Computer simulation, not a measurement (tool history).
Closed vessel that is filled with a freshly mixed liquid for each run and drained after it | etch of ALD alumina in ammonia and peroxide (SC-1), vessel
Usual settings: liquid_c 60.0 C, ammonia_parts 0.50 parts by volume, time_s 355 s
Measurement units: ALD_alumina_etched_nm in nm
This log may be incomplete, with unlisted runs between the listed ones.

run	day	liquid_c	ammonia_parts	time_s	read-back film thickness of the ALD alumina reference wafer, read on the same gauge (nm)	ALD_alumina_etched_nm
1	0.000	60.0	0.50	355	60.01	50.44
2	0.667	60.0	0.50	355	60.07	50.45
3	0.942	60.0	0.50	355	60.04	50.67
4	1.492	60.0	0.50	355	59.97	50.37
5	1.771	60.0	0.50	355	60.05	50.37
6	2.042	60.0	0.50	355	60.02	50.42
7	2.300	60.0	0.50	245	60.06	34.81
8	2.933	60.0	0.50	355	60.07	50.74
9	3.662	67.0	0.50	355	60.04	71.53
10	4.292	67.0	0.50	355	60.06	71.45
11	4.667	60.0	0.50	355	59.97	50.30
12	5.046	60.0	0.50	355	60.04	50.49
13	5.483	60.0	0.25	435	59.97	57.87
14	6.025	60.0	0.50	225	60.00	32.03
15	6.650	54.0	0.30	450	59.99	44.69
16	7.375	60.0	0.50	355	60.02	50.32
17	7.992	60.0	0.50	355	60.02	50.65
18	8.525	56.0	0.50	210	59.99	24.20
19	8.896	53.0	0.40	490	59.99	47.08
20	9.325	60.0	0.30	355	60.07	48.14
21	9.658	69.0	0.70	355	60.00	81.69
22	10.267	53.0	0.65	145	60.03	14.60
23	10.900	55.0	0.25	155	59.95	15.97
24	11.338	60.0	0.50	190	60.03	27.12
25	11.975	67.5	0.50	355	59.97	73.92

Between the runs listed above, the log contained 4 entries, not reproduced here. Where in the sequence does each belong, and how does what the log doesn't record of the tool's condition differ from the listed run before to the listed run after?
In the gap between runs 9 and 10: gauge calibrated (day 4.250)
  no hidden state differs between the two runs
In the gap between runs 12 and 13: new drum of ammonia solution connected (day 5.300)
  no hidden state differs between the two runs
In the gap between runs 14 and 15: thermometer replaced (day 6.479)
  no hidden state differs between the two runs
In the gap between runs 17 and 18: ammonia flow meter replaced (day 8.496)
  no hidden state differs between the two runs
